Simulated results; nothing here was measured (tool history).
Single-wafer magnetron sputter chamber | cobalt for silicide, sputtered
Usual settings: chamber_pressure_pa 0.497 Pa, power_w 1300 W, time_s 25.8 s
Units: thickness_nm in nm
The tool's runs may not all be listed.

| run | hour | chamber_pressure_pa | power_w | time_s | wafers since the last listed run | wafers on the sputter target | hours since the last manometer calibration | hours since the magnet pack was replaced | hours since the gauge calibration | read-back reference wafer on the same gauge, thickness_nm | thickness_nm |
|---|---|---|---|---|---|---|---|---|---|---|---|
| 1 | 0.0 | 0.497 | 1300 | 25.8 | 0 | 1378 | 257.3 | 9399.4 | 1131.0 | 16.109 | 15.954 |
| 2 | 80.9 | 0.497 | 1300 | 25.8 | 1225 | 2604 | 338.2 | 9480.3 | 1211.9 | 16.087 | 15.937 |
| 3 | 158.1 | 0.497 | 1300 | 25.8 | 1169 | 3774 | 415.4 | 9557.5 | 1289.1 | 16.102 | 15.851 |
|  | 194.3 | gauge calibrated |
| 4 | 222.6 | 0.497 | 1300 | 25.8 | 977 | 4751 | 479.9 | 9622.0 | 28.3 | 16.088 | 15.776 |
| 5 | 311.2 | 0.497 | 1300 | 25.8 | 1342 | 6094 | 568.5 | 9710.6 | 116.9 | 16.100 | 15.799 |
| 6 | 407.0 | 0.497 | 1300 | 25.8 | 1451 | 7545 | 664.3 | 9806.4 | 212.7 | 16.117 | 15.815 |
|  | 419.6 | sputter target and shields replaced |
| 7 | 487.9 | 0.497 | 1300 | 25.8 | 1104 | 1035 | 745.2 | 9887.3 | 293.6 | 16.111 | 15.984 |
| 8 | 587.0 | 0.497 | 1300 | 25.8 | 1501 | 2537 | 844.3 | 9986.4 | 392.7 | 16.091 | 15.953 |
| 9 | 692.9 | 0.554 | 1300 | 25.8 | 1604 | 4142 | 950.2 | 10092.3 | 498.6 | 16.097 | 15.656 |
| 10 | 762.8 | 0.554 | 1300 | 25.8 | 1059 | 5201 | 1020.1 | 10162.2 | 568.5 | 16.114 | 15.556 |
| 11 | 818.0 | 0.497 | 1300 | 22.3 | 836 | 6038 | 1075.3 | 10217.4 | 623.7 | 16.100 | 13.591 |
|  | 854.3 | sputter target and shields replaced |
| 12 | 897.3 | 0.497 | 1300 | 22.3 | 1080 | 652 | 1154.6 | 10296.7 | 703.0 | 16.110 | 13.892 |
| 13 | 937.8 | 0.381 | 1300 | 25.8 | 613 | 1265 | 1195.1 | 10337.2 | 743.5 | 16.099 | 16.407 |
|  | 1000.7 | magnet pack replaced |
| 14 | 1010.6 | 0.381 | 1300 | 25.8 | 981 | 2247 | 1267.9 | 9.9 | 816.3 | 16.098 | 16.307 |
| 15 | 1049.1 | 0.497 | 1300 | 21.8 | 583 | 2831 | 1306.4 | 48.4 | 854.8 | 16.092 | 13.356 |
| 16 | 1123.3 | 0.497 | 1300 | 21.8 | 1124 | 3955 | 1380.6 | 122.6 | 929.0 | 16.098 | 13.316 |
| 17 | 1170.3 | 0.497 | 1150 | 27.7 | 712 | 4667 | 1427.6 | 169.6 | 976.0 | 16.101 | 14.949 |
| 18 | 1270.2 | 0.497 | 1300 | 21.8 | 1513 | 6181 | 1527.5 | 269.5 | 1075.9 | 16.116 | 13.305 |
|  | 1361.6 | sputter target and shields replaced |
| 19 | 1363.3 | 0.381 | 1000 | 28.5 | 1289 | 25 | 1620.6 | 362.6 | 1169.0 | 16.090 | 13.990 |
| 20 | 1404.6 | 0.587 | 1300 | 25.8 | 625 | 651 | 1661.9 | 403.9 | 1210.3 | 16.100 | 15.640 |
|  | 1486.1 | capacitance manometer re-zeroed and calibrated |
| 21 | 1543.5 | 0.670 | 1400 | 30.9 | 1983 | 2634 | 57.4 | 542.8 | 1349.2 | 16.114 | 19.830 |
| 22 | 1628.6 | 0.497 | 1300 | 21.8 | 1289 | 3924 | 142.5 | 627.9 | 1434.3 | 16.096 | 13.485 |
| 23 | 1669.8 | 0.497 | 1000 | 25.8 | 624 | 4548 | 183.7 | 669.1 | 1475.5 | 16.098 | 12.193 |
|  | 1671.8 | gauge calibrated |
| 24 | 1755.6 | 0.651 | 1300 | 22.7 | 1300 | 5848 | 269.5 | 754.9 | 83.8 | 16.094 | 13.426 |
|  | 1861.8 | sputter target and shields replaced |
| 25 | 1862.3 | 0.384 | 1450 | 27.4 | 1495 | 7 | 376.2 | 861.6 | 190.5 | 16.088 | 19.818 |
| 26 | 1936.9 | 0.690 | 1300 | 25.8 | 1130 | 1137 | 450.8 | 936.2 | 265.1 | 16.113 | 15.377 |
| 27 | 1998.0 | 0.587 | 1300 | 25.8 | 925 | 2063 | 511.9 | 997.3 | 326.2 | 16.095 | 15.604 |
| 28 | 2067.9 | 0.629 | 1300 | 28.8 | 1059 | 3122 | 581.8 | 1067.2 | 396.1 | 16.109 | 17.160 |
| 29 | 2107.8 | 0.497 | 1300 | 25.8 | 604 | 3727 | 621.7 | 1107.1 | 436.0 | 16.104 | 15.851 |
| 30 | 2154.4 | 0.587 | 1300 | 25.8 | 706 | 4433 | 668.3 | 1153.7 | 482.6 | 16.119 | 15.389 |
| 31 | 2190.7 | 0.624 | 1300 | 25.8 | 550 | 4983 | 704.6 | 1190.0 | 518.9 | 16.083 | 15.368 |
| 32 | 2284.0 | 0.497 | 1400 | 25.8 | 1413 | 6397 | 797.9 | 1283.3 | 612.2 | 16.093 | 17.029 |

Forecast each of these 4 alternatives for the next run:
| A | 2284.4 | 0.497 | 1050 | 25.8 | 6 | 6403 | 798.3 | 1283.7 | 612.6 | ? | ? |
| B | 2284.4 | 0.497 | 1300 | 21.3 | 6 | 6403 | 798.3 | 1283.7 | 612.6 | ? | ? |
| C | 2284.4 | 0.444 | 1100 | 27.8 | 6 | 6403 | 798.3 | 1283.7 | 612.6 | ? | ? |
| D | 2284.4 | 0.558 | 1600 | 21.8 | 6 | 6403 | 798.3 | 1283.7 | 612.6 | ? | ? |

| run | read-back reference wafer on the same gauge, thickness_nm | thickness_nm |
|---|---|---|
| A | 16.107 | 12.735 |
| B | 16.107 | 13.017 |
| C | 16.107 | 14.549 |
| D | 16.107 | 16.174 |
Without the tool's hidden state the same runs would have given:
| run | thickness_nm |
|---|---|
| A | 13.223 |
| B | 13.516 |
| C | 15.098 |
| D | 16.804 |
